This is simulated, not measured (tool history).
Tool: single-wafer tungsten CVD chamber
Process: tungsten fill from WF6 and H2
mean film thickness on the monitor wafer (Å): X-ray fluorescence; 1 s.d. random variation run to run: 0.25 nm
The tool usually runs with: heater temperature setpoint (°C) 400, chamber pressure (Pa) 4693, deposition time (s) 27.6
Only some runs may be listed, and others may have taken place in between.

| run | hour | heater temperature setpoint (°C) | chamber pressure (Pa) | deposition time (s) | wafers since the last listed run | hours since the last thermocouple change | hours since the last manometer calibration | hours since the showerhead was replaced | hours since the gauge calibration | read-back reference wafer on the same gauge, thickness_nm | mean film thickness on the monitor wafer (Å) |
|---|---|---|---|---|---|---|---|---|---|---|---|
| 1 | 0 | 400 | 4693 | 27.6 | 0 | 1045 | 757.1 | 7188.9 | 121.2 | 68.572 | 749.56 |
|  | 6.6 | gauge calibrated |
| 2 | 6.8 | 400 | 4693 | 27.6 | 88 | 1051.8 | 763.9 | 7195.7 | 0.2 | 68.625 | 750.1 |
| 3 | 24.5 | 400 | 4693 | 27.6 | 229 | 1069.5 | 781.6 | 7213.4 | 17.9 | 68.554 | 744.89 |
| 4 | 39.4 | 406 | 4693 | 27.6 | 193 | 1084.4 | 796.5 | 7228.3 | 32.8 | 68.588 | 830.65 |
| 5 | 51.1 | 406 | 4693 | 27.6 | 151 | 1096.1 | 808.2 | 7240 | 44.5 | 68.566 | 824.82 |
| 6 | 62.6 | 400 | 4693 | 27.6 | 149 | 1107.6 | 819.7 | 7251.5 | 56 | 68.585 | 748.88 |
| 7 | 74.4 | 400 | 5080 | 27.6 | 152 | 1119.4 | 831.5 | 7263.3 | 67.8 | 68.672 | 776.55 |
|  | 92.3 | capacitance manometer re-zeroed and calibrated |
|  | 96 | thermocouple changed; heater temperature recalibrated |
|  | 98.2 | showerhead replaced |
| 8 | 98.7 | 400 | 5746 | 27.6 | 135 | 2.7 | 6.4 | 0.5 | 92.1 | 68.651 | 791.46 |
| 9 | 99 | 400 | 4693 | 27.6 | 3 | 3 | 6.7 | 0.8 | 92.4 | 68.681 | 711.94 |
| 10 | 112.1 | 400 | 4693 | 27.6 | 169 | 16.1 | 19.8 | 13.9 | 105.5 | 68.658 | 712.6 |
|  | 122.7 | gauge calibrated |
|  | 129.9 | thermocouple changed; heater temperature recalibrated, repeated, since the last time left the tool worse |
| 11 | 130.4 | 387 | 4693 | 30 | 133 | 0.5 | 38.1 | 32.2 | 7.7 | 68.604 | 703.57 |
| 12 | 138.2 | 387 | 4693 | 26.2 | 101 | 8.3 | 45.9 | 40 | 15.5 | 68.604 | 614.02 |
| 13 | 153.6 | 400 | 4693 | 29.1 | 199 | 23.7 | 61.3 | 55.4 | 30.9 | 68.55 | 848.69 |
| 14 | 180.8 | 400 | 4693 | 29.1 | 352 | 50.9 | 88.5 | 82.6 | 58.1 | 68.578 | 843.36 |
| 15 | 187.7 | 386 | 3866 | 32.7 | 89 | 57.8 | 95.4 | 89.5 | 65 | 68.603 | 673.38 |

Below, each run's measurement less what the same run would have read without the hidden state. Both values contain the same run-to-run variation, but the gauge's scatter may not be the same in both:
Unlogged tool condition in this case: wafer temperature above the value expected at the setpoint (K); true pressure above the setpoint (%); gauge reads high (%).
| run | mean film thickness on the monitor wafer (Å) |
|---|---|
| 1 | -54.53 |
| 2 | -54.66 |
| 3 | -54.48 |
| 4 | -57.72 |
| 5 | -57.45 |
| 6 | -55.18 |
| 7 | -57.35 |
| 8 | -102.81 |
| 9 | -92.53 |
| 10 | -94.84 |
| 11 | +1.12 |
| 12 | -0.08 |
| 13 | -2.78 |
| 14 | -7.21 |
| 15 | -7.04 |

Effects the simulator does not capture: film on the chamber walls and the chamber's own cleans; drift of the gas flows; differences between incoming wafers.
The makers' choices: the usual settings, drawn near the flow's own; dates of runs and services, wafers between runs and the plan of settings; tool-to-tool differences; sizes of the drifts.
